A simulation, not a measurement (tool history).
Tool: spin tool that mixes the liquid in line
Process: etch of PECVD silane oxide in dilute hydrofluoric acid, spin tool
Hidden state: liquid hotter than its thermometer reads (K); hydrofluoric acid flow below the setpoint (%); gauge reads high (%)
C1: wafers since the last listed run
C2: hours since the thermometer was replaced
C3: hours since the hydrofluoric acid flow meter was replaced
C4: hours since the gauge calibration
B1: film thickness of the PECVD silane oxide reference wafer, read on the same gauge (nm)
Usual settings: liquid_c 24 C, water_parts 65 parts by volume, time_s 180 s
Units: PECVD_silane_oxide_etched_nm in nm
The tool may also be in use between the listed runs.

run 1 day=0 | liquid_c=24 water_parts=65 time_s=180 | C1=0 C2=330.1 C3=952.1 C4=457.1 | B1=110.03 | PECVD_silane_oxide_etched_nm=46.77
run 2 day=2.529 | liquid_c=24 water_parts=65 time_s=180 | C1=462 C2=390.8 C3=1012.8 C4=517.8 | B1=110 | PECVD_silane_oxide_etched_nm=47.12
run 3 day=5.562 | liquid_c=24 water_parts=65 time_s=180 | C1=554 C2=463.6 C3=1085.6 C4=590.6 | B1=109.99 | PECVD_silane_oxide_etched_nm=47.16
run 4 day=9.408 | liquid_c=24 water_parts=65 time_s=180 | C1=703 C2=555.9 C3=1177.9 C4=682.9 | B1=109.99 | PECVD_silane_oxide_etched_nm=47.34
run 5 day=11.75 | liquid_c=24 water_parts=75 time_s=180 | C1=428 C2=612.1 C3=1234.1 C4=739.1 | B1=110.01 | PECVD_silane_oxide_etched_nm=40.74
run 6 day=16.004 | liquid_c=24 water_parts=75 time_s=180 | C1=777 C2=714.2 C3=1336.2 C4=841.2 | B1=109.97 | PECVD_silane_oxide_etched_nm=40.69
run 7 day=19.438 | liquid_c=24 water_parts=75 time_s=180 | C1=627 C2=796.6 C3=1418.6 C4=923.6 | B1=110 | PECVD_silane_oxide_etched_nm=40.74
-- day=21.975 gauge calibrated
run 8 day=22.042 | liquid_c=24 water_parts=65 time_s=180 | C1=476 C2=859.1 C3=1481.1 C4=1.6 | B1=110.03 | PECVD_silane_oxide_etched_nm=48.36
run 9 day=24.688 | liquid_c=24 water_parts=65 time_s=180 | C1=483 C2=922.6 C3=1544.6 C4=65.1 | B1=109.99 | PECVD_silane_oxide_etched_nm=47.94
run 10 day=26.858 | liquid_c=27 water_parts=85 time_s=270 | C1=396 C2=974.7 C3=1596.7 C4=117.2 | B1=110 | PECVD_silane_oxide_etched_nm=60.53
-- day=28.638 thermometer replaced
-- day=37.471 hydrofluoric acid flow meter replaced
run 11 day=38.292 | liquid_c=22 water_parts=85 time_s=180 | C1=2075 C2=231.7 C3=19.7 C4=391.6 | B1=110.01 | PECVD_silane_oxide_etched_nm=31.98
run 12 day=40.538 | liquid_c=21 water_parts=50 time_s=180 | C1=410 C2=285.6 C3=73.6 C4=445.5 | B1=110 | PECVD_silane_oxide_etched_nm=55.09
run 13 day=43.675 | liquid_c=25.5 water_parts=55 time_s=140 | C1=573 C2=360.9 C3=148.9 C4=520.8 | B1=109.97 | PECVD_silane_oxide_etched_nm=46.7
run 14 day=46.229 | liquid_c=26.5 water_parts=65 time_s=180 | C1=467 C2=422.2 C3=210.2 C4=582.1 | B1=109.99 | PECVD_silane_oxide_etched_nm=52.2
run 15 day=50.354 | liquid_c=24 water_parts=65 time_s=180 | C1=754 C2=521.2 C3=309.2 C4=681.1 | B1=109.99 | PECVD_silane_oxide_etched_nm=47.51
run 16 day=53.346 | liquid_c=24 water_parts=85 time_s=180 | C1=547 C2=593 C3=381 C4=752.9 | B1=109.96 | PECVD_silane_oxide_etched_nm=35.23
run 17 day=56.404 | liquid_c=24 water_parts=45 time_s=180 | C1=559 C2=666.4 C3=454.4 C4=826.3 | B1=110 | PECVD_silane_oxide_etched_nm=71.48
run 18 day=60.829 | liquid_c=24 water_parts=75 time_s=135 | C1=809 C2=772.6 C3=560.6 C4=932.5 | B1=109.99 | PECVD_silane_oxide_etched_nm=30.44
run 19 day=65.133 | liquid_c=24 water_parts=65 time_s=180 | C1=787 C2=875.9 C3=663.9 C4=1035.8 | B1=110.04 | PECVD_silane_oxide_etched_nm=48.32

4 ways to go on from here, each from the tool as it stands after run 19. What would each give?
run A day=65.154 | liquid_c=28 water_parts=65 time_s=180 | C1=3 C2=876.4 C3=664.4 C4=1036.3 | B1=? | PECVD_silane_oxide_etched_nm=?
run B day=65.154 | liquid_c=24 water_parts=50 time_s=280 | C1=3 C2=876.4 C3=664.4 C4=1036.3 | B1=? | PECVD_silane_oxide_etched_nm=?
run C day=65.154 | liquid_c=25.5 water_parts=90 time_s=265 | C1=3 C2=876.4 C3=664.4 C4=1036.3 | B1=? | PECVD_silane_oxide_etched_nm=?
run D day=65.154 | liquid_c=24 water_parts=65 time_s=270 | C1=3 C2=876.4 C3=664.4 C4=1036.3 | B1=? | PECVD_silane_oxide_etched_nm=?

run=A B1=109.98 PECVD_silane_oxide_etched_nm=56.87
run=B B1=109.98 PECVD_silane_oxide_etched_nm=100.27
run=C B1=109.98 PECVD_silane_oxide_etched_nm=52.96
run=D B1=109.98 PECVD_silane_oxide_etched_nm=72.84
Without the tool's hidden state the same runs would have given:
run=A PECVD_silane_oxide_etched_nm=54.7
run=B PECVD_silane_oxide_etched_nm=96.13
run=C PECVD_silane_oxide_etched_nm=50.95
run=D PECVD_silane_oxide_etched_nm=69.91

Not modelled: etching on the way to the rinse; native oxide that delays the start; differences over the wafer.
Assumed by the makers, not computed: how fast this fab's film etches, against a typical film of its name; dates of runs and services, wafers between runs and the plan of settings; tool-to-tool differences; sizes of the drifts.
